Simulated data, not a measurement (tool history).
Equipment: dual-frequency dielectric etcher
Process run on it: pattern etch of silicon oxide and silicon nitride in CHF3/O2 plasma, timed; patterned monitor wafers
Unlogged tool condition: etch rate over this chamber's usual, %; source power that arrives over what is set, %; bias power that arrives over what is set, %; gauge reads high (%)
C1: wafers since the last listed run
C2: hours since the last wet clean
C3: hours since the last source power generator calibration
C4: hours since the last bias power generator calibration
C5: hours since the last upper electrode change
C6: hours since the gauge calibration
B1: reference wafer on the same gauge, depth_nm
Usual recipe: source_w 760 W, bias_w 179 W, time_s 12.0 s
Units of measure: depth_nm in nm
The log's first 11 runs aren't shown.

At hour 234.4: bias power generator calibrated.
Run 12, hour 243.6: usual settings but time_s 9.5 s; C1 614; C2 308.9; C3 3683.9; C4 9.2; C5 5099.2; C6 655.5; B1 23.20. Result: depth_nm 16.38 nm.
At hour 258.4: gauge calibrated.
Run 13, hour 278.5: usual settings but source_w 670 W, bias_w 167 W, time_s 10.0 s; C1 734; C2 343.8; C3 3718.8; C4 44.1; C5 5134.1; C6 20.1; B1 23.22. Result: depth_nm 15.46 nm.
At hour 285.6: source power generator calibrated.
Run 14, hour 295.4: usual settings; C1 271; C2 360.7; C3 9.8; C4 61.0; C5 5151.0; C6 37.0; B1 23.21. Result: depth_nm 20.64 nm.
At hour 322.1: upper electrode replaced.
Run 15, hour 324.3: usual settings but bias_w 156 W; C1 103; C2 389.6; C3 38.7; C4 89.9; C5 2.2; C6 65.9; B1 23.20. Result: depth_nm 19.63 nm.
Run 16, hour 353.1: usual settings but source_w 690 W; C1 605; C2 418.4; C3 67.5; C4 118.7; C5 31.0; C6 94.7; B1 23.20. Result: depth_nm 19.53 nm.
At hour 387.2: wet clean of the chamber.
Run 17, hour 387.7: usual settings but source_w 630 W, bias_w 136 W, time_s 11.0 s; C1 222; C2 0.5; C3 102.1; C4 153.3; C5 65.6; C6 129.3; B1 23.19. Result: depth_nm 14.65 nm.
Run 18, hour 390.0: usual settings but source_w 590 W, time_s 15.0 s; C1 48; C2 2.8; C3 104.4; C4 155.6; C5 67.9; C6 131.6; B1 23.20. Result: depth_nm 21.02 nm.
Run 19, hour 410.9: usual settings but bias_w 149 W, time_s 13.0 s; C1 439; C2 23.7; C3 125.3; C4 176.5; C5 88.8; C6 152.5; B1 23.23. Result: depth_nm 20.28 nm.
Run 20, hour 431.6: usual settings but bias_w 202 W; C1 435; C2 44.4; C3 146.0; C4 197.2; C5 109.5; C6 173.2; B1 23.19. Result: depth_nm 20.91 nm.
Run 21, hour 454.2: usual settings but source_w 930 W; C1 475; C2 67.0; C3 168.6; C4 219.8; C5 132.1; C6 195.8; B1 23.20. Result: depth_nm 22.69 nm.
Run 22, hour 488.2: usual settings but bias_w 207 W; C1 715; C2 101.0; C3 202.6; C4 253.8; C5 166.1; C6 229.8; B1 23.20. Result: depth_nm 21.24 nm.
Run 23, hour 508.3: usual settings; C1 422; C2 121.1; C3 222.7; C4 273.9; C5 186.2; C6 249.9; B1 23.18. Result: depth_nm 20.14 nm.
Run 24, hour 543.6: usual settings but bias_w 153 W; C1 742; C2 156.4; C3 258.0; C4 309.2; C5 221.5; C6 285.2; B1 23.21. Result: depth_nm 19.08 nm.
Run 25, hour 571.2: usual settings but time_s 14.5 s; C1 580; C2 184.0; C3 285.6; C4 336.8; C5 249.1; C6 312.8; B1 23.19. Result: depth_nm 24.59 nm.
Run 26, hour 603.4: usual settings but time_s 13.0 s; C1 677; C2 216.2; C3 317.8; C4 369.0; C5 281.3; C6 345.0; B1 23.21. Result: depth_nm 21.94 nm.
Run 27, hour 616.1: usual settings but bias_w 160 W; C1 267; C2 228.9; C3 330.5; C4 381.7; C5 294.0; C6 357.7; B1 23.19. Result: depth_nm 19.63 nm.
Run 28, hour 634.1: usual settings; C1 378; C2 246.9; C3 348.5; C4 399.7; C5 312.0; C6 375.7; B1 23.20. Result: depth_nm 20.45 nm.
Run 29, hour 663.6: usual settings but source_w 840 W, bias_w 143 W, time_s 15.5 s; C1 620; C2 276.4; C3 378.0; C4 429.2; C5 341.5; C6 405.2; B1 23.20. Result: depth_nm 25.73 nm.
Run 30, hour 677.1: usual settings but source_w 620 W, bias_w 153 W, time_s 13.0 s; C1 284; C2 289.9; C3 391.5; C4 442.7; C5 355.0; C6 418.7; B1 23.21. Result: depth_nm 18.33 nm.
Run 31, hour 694.4: usual settings but source_w 840 W, bias_w 143 W, time_s 15.5 s; C1 363; C2 307.2; C3 408.8; C4 460.0; C5 372.3; C6 436.0; B1 23.18. Result: depth_nm 25.88 nm.

3 ways to go on from here, each from the tool as it stands after run 31. What would each give?
Run A, hour 694.8: usual settings; C1 8; C2 307.6; C3 409.2; C4 460.4; C5 372.7; C6 436.4; B1 ?. Result: depth_nm ?.
Run B, hour 694.8: usual settings but source_w 940 W, bias_w 157 W, time_s 10.0 s; C1 8; C2 307.6; C3 409.2; C4 460.4; C5 372.7; C6 436.4; B1 ?. Result: depth_nm ?.
Run C, hour 694.8: usual settings but source_w 580 W, bias_w 165 W, time_s 13.0 s; C1 8; C2 307.6; C3 409.2; C4 460.4; C5 372.7; C6 436.4; B1 ?. Result: depth_nm ?.

run     B1  depth_nm
  A  23.21     20.55
  B  23.21     18.56
  C  23.21     17.98
Stripped of hidden state, with their random variation kept, the same runs would have yielded:
run  depth_nm
  A     20.07
  B     18.12
  C     17.56

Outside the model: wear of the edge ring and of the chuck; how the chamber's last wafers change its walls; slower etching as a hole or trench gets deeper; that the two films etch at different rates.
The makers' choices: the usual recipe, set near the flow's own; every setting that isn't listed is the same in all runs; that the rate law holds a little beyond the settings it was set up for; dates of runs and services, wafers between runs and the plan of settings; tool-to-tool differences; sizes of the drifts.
